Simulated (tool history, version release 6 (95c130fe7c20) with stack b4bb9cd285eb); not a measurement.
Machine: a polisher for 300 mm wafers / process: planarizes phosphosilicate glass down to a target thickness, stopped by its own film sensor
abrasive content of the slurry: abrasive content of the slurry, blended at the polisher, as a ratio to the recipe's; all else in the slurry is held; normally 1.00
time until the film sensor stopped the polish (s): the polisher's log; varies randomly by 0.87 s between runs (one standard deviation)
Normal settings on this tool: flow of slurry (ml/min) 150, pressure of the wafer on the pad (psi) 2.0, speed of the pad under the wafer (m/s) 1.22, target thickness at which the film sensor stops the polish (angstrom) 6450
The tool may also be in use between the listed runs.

run,hour,flow of slurry (ml/min),pressure of the wafer on the pad (psi),speed of the pad under the wafer (m/s),abrasive content of the slurry,target thickness at which the film sensor stops the polish (angstrom),"incoming thickness of the incoming film, nm",time until the film sensor stopped the polish (s)
1,0.0,150,2.0,1.22,1.00,6450,1160.3,82.1
2,38.6,150,2.0,1.22,1.00,6450,1145.7,78.1
# hour 59.9: slurry blender recalibrated
3,74.7,150,2.0,1.22,1.00,6450,1163.0,85.2
# hour 149.4: worn pad replaced by a new one
4,172.6,150,2.0,1.22,1.00,6450,1156.8,75.6
5,205.0,130,2.0,1.22,1.00,6450,1145.8,76.6
6,240.2,150,2.2,1.22,1.00,6450,1172.4,72.7
# hour 262.7: conditioning disc replaced and pad reconditioned
7,303.4,150,2.2,1.22,1.00,6450,1174.2,73.7
8,346.3,185,2.0,1.38,1.00,6450,1184.1,76.1
9,392.8,110,2.0,0.92,0.85,7830,1158.1,75.4
# hour 438.9: slurry blender recalibrated
# hour 452.1: slurry nozzle cleaned
10,456.7,150,2.0,1.22,1.00,6450,1162.8,83.8
# hour 507.2: worn pad replaced by a new one
11,516.6,150,2.0,1.22,1.00,6450,1153.0,75.3
12,575.7,130,1.5,1.22,1.00,6450,1148.4,102.3
13,619.7,150,2.0,1.22,1.00,6450,1160.6,77.9
14,664.2,185,2.0,1.22,1.00,6450,1141.3,75.6

What will run 15 give?
# hour 673.4: conditioning disc replaced and pad reconditioned
15,702.7,150,2.0,1.22,1.15,4660,1179.6,?

For run 15 the tool returned time until the film sensor stopped the polish (s) 103.0.
Take away the tool's hidden state, keep the run-to-run variation as it was, and the same run would have given time until the film sensor stopped the polish (s) 97.8.
